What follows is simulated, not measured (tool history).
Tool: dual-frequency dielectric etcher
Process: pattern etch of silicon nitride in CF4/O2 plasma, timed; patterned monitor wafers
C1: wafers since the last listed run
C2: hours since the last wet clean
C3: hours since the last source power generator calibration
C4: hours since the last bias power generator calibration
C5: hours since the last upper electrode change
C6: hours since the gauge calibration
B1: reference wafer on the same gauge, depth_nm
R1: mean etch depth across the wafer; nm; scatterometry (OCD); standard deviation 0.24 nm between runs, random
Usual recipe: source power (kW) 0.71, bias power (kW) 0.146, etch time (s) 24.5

{"run": 1, "day": 0.0, "source power (kW)": 0.62, "bias power (kW)": 0.167, "etch time (s)": 24.5, "C1": 0, "C2": 165.6, "C3": 1680.5, "C4": 4340.8, "C5": 3483.7, "C6": 542.9, "B1": 61.5, "R1": 45.4}
{"run": 2, "day": 2.0, "source power (kW)": 0.62, "bias power (kW)": 0.167, "etch time (s)": 24.5, "C1": 848, "C2": 213.6, "C3": 1728.5, "C4": 4388.8, "C5": 3531.7, "C6": 590.9, "B1": 61.5, "R1": 45.4}
{"run": 3, "day": 4.8, "source power (kW)": 0.62, "bias power (kW)": 0.167, "etch time (s)": 24.5, "C1": 1187, "C2": 280.8, "C3": 1795.7, "C4": 4456, "C5": 3598.9, "C6": 658.1, "B1": 61.5, "R1": 45.1}
{"run": 4, "day": 5.808, "source power (kW)": 0.71, "bias power (kW)": 0.146, "etch time (s)": 24.5, "C1": 427, "C2": 305, "C3": 1819.9, "C4": 4480.2, "C5": 3623.1, "C6": 682.3, "B1": 61.5, "R1": 50.3}
{"run": 5, "day": 7.683, "source power (kW)": 0.71, "bias power (kW)": 0.146, "etch time (s)": 24.5, "C1": 795, "C2": 350, "C3": 1864.9, "C4": 4525.2, "C5": 3668.1, "C6": 727.3, "B1": 61.5, "R1": 50}
{"run": 6, "day": 9.008, "source power (kW)": 0.71, "bias power (kW)": 0.146, "etch time (s)": 24.5, "C1": 561, "C2": 381.8, "C3": 1896.7, "C4": 4557, "C5": 3699.9, "C6": 759.1, "B1": 61.5, "R1": 50.4}
{"run": 7, "day": 10.592, "source power (kW)": 0.67, "bias power (kW)": 0.146, "etch time (s)": 24.5, "C1": 671, "C2": 419.8, "C3": 1934.7, "C4": 4595, "C5": 3737.9, "C6": 797.1, "B1": 61.5, "R1": 47.3}
{"day": 12.033, "done": "wet clean of the chamber"}
{"run": 8, "day": 12.517, "source power (kW)": 0.67, "bias power (kW)": 0.146, "etch time (s)": 24.5, "C1": 392, "C2": 11.6, "C3": 1980.9, "C4": 4641.2, "C5": 3784.1, "C6": 843.3, "B1": 61.5, "R1": 47}
{"run": 9, "day": 14.121, "source power (kW)": 0.71, "bias power (kW)": 0.171, "etch time (s)": 24.5, "C1": 680, "C2": 50.1, "C3": 2019.4, "C4": 4679.7, "C5": 3822.6, "C6": 881.8, "B1": 61.5, "R1": 52.4}
{"run": 10, "day": 15.204, "source power (kW)": 0.71, "bias power (kW)": 0.171, "etch time (s)": 24.5, "C1": 459, "C2": 76.1, "C3": 2045.4, "C4": 4705.7, "C5": 3848.6, "C6": 907.8, "B1": 61.4, "R1": 52.4}
{"day": 16.712, "done": "upper electrode replaced"}
{"run": 11, "day": 17.896, "source power (kW)": 0.82, "bias power (kW)": 0.164, "etch time (s)": 30, "C1": 717, "C2": 140.7, "C3": 2110, "C4": 4770.3, "C5": 28.4, "C6": 972.4, "B1": 61.4, "R1": 72.9}
{"day": 17.988, "done": "gauge calibrated"}
{"day": 19.029, "done": "bias power generator calibrated"}
{"run": 12, "day": 19.825, "source power (kW)": 0.79, "bias power (kW)": 0.158, "etch time (s)": 17.5, "C1": 747, "C2": 187, "C3": 2156.3, "C4": 19.1, "C5": 74.7, "C6": 44.1, "B1": 61.5, "R1": 41.1}
{"day": 21.133, "done": "source power generator calibrated"}
{"run": 13, "day": 22.217, "source power (kW)": 0.88, "bias power (kW)": 0.115, "etch time (s)": 29.5, "C1": 943, "C2": 244.4, "C3": 26, "C4": 76.5, "C5": 132.1, "C6": 101.5, "B1": 61.5, "R1": 74.8}
{"run": 14, "day": 23.275, "source power (kW)": 0.54, "bias power (kW)": 0.135, "etch time (s)": 20.5, "C1": 448, "C2": 269.8, "C3": 51.4, "C4": 101.9, "C5": 157.5, "C6": 126.9, "B1": 61.5, "R1": 32.1}
{"run": 15, "day": 27.204, "source power (kW)": 0.71, "bias power (kW)": 0.146, "etch time (s)": 24.5, "C1": 1666, "C2": 364.1, "C3": 145.7, "C4": 196.2, "C5": 251.8, "C6": 221.2, "B1": 61.5, "R1": 52.2}
{"run": 16, "day": 29.85, "source power (kW)": 0.71, "bias power (kW)": 0.13, "etch time (s)": 18.5, "C1": 1121, "C2": 427.6, "C3": 209.2, "C4": 259.7, "C5": 315.3, "C6": 284.7, "B1": 61.5, "R1": 38.1}
{"day": 31.379, "done": "wet clean of the chamber"}
{"run": 17, "day": 31.4, "source power (kW)": 0.56, "bias power (kW)": 0.16, "etch time (s)": 31, "C1": 233, "C2": 0.5, "C3": 246.4, "C4": 296.9, "C5": 352.5, "C6": 321.9, "B1": 61.5, "R1": 51.9}
{"run": 18, "day": 33.829, "source power (kW)": 0.71, "bias power (kW)": 0.146, "etch time (s)": 24.5, "C1": 1030, "C2": 58.8, "C3": 304.7, "C4": 355.2, "C5": 410.8, "C6": 380.2, "B1": 61.5, "R1": 51.4}
{"run": 19, "day": 36.471, "source power (kW)": 0.71, "bias power (kW)": 0.146, "etch time (s)": 24.5, "C1": 1120, "C2": 122.2, "C3": 368.1, "C4": 418.6, "C5": 474.2, "C6": 443.6, "B1": 61.5, "R1": 51.6}
{"run": 20, "day": 37.617, "source power (kW)": 0.62, "bias power (kW)": 0.167, "etch time (s)": 24.5, "C1": 485, "C2": 149.7, "C3": 395.6, "C4": 446.1, "C5": 501.7, "C6": 471.1, "B1": 61.5, "R1": 46.6}

Across each entry between runs, compare the hidden state at the last listed run before it with the hidden state at the first listed run after it:
Runs 7 to 8: wet clean of the chamber (day 12.033)
  source power that arrives over what is set, %: -4.61 -> -4.63
  what was measured, less what the result would be without the hidden state, R1: -2.4 -> -2.5 nm
Runs 10 to 11: upper electrode replaced (day 16.712)
  source power that arrives over what is set, %: -4.65 -> -4.66
  what was measured, less what the result would be without the hidden state, R1: -2.7 -> -3.8 nm
Runs 11 to 12: gauge calibrated (day 17.988); bias power generator calibrated (day 19.029)
  source power that arrives over what is set, %: -4.66 -> -4.68
  what was measured, less what the result would be without the hidden state, R1: -3.8 -> -2.2 nm
Runs 12 to 13: source power generator calibrated (day 21.133)
  source power that arrives over what is set, %: -4.68 -> -0.557
  what was measured, less what the result would be without the hidden state, R1: -2.2 -> -0.4 nm
Runs 16 to 17: wet clean of the chamber (day 31.379)
  source power that arrives over what is set, %: -1.6 -> -1.77
  what was measured, less what the result would be without the hidden state, R1: -0.7 -> -1 nm
